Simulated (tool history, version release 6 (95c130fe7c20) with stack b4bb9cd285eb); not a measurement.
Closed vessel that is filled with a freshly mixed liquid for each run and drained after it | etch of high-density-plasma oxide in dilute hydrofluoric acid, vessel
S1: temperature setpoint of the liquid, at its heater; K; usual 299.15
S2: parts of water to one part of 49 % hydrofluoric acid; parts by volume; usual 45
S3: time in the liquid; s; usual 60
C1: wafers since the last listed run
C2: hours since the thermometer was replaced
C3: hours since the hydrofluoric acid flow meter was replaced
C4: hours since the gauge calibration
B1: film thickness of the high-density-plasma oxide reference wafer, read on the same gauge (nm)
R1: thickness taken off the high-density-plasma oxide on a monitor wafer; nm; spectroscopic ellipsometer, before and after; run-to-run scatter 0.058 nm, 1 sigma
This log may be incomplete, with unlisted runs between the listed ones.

run     day      S1  S2  S3    C1      C2      C3     C4      B1     R1
  1   0.000  299.15  45  60     0  2153.4  1542.5  194.0  129.45   8.56
  2   1.146  299.15  45  75  2594  2180.9  1570.0  221.5  129.35  10.73
  3   3.012  299.15  45  60  4226  2225.7  1614.8  266.3  129.15   8.54
  4   5.388  299.15  45  60  5377  2282.7  1671.8  323.3  128.83   8.52
  5   7.412  299.15  45  60  4584  2331.3  1720.4  371.9  128.52   8.45
  6   8.962  299.15  35  60  3509  2368.5  1757.6  409.1  128.24  11.15
     10.321  -- thermometer replaced
  7  10.696  299.15  35  60  3830     9.0  1799.2  450.7  127.93  11.02
     10.754  -- hydrofluoric acid flow meter replaced
  8  11.988  299.15  35  60  2830    40.0    29.6  481.7  127.65  11.02
  9  13.929  295.15  45  60  4396    86.6    76.2  528.3  127.21   7.07
 10  16.692  301.65  45  70  6254   152.9   142.5  594.6  126.54  10.80
 11  17.838  299.15  35  40  2594   180.4   170.0  622.1  126.24   7.14
     18.925  -- gauge calibrated
 12  19.329  299.15  45  60  3377   216.2   205.8    9.7  129.80   8.68
 13  21.783  300.65  65  50  5556   275.1   264.7   68.6  129.77   5.12
 14  23.021  299.15  45  30  2801   304.8   294.4   98.3  129.74   4.29
 15  25.554  295.65  40  95  5735   365.6   355.2  159.1  129.58  13.40

Run 16, settings as shown, results not yet in. Your forecast:
 16  26.746  299.15  55  60  2698  394.2  383.8  187.7   ?   ?

B1: 129.48
R1: 6.93 nm
On a tool with no hidden condition, and with the same random variation, this run would have come out at R1 6.95 nm.
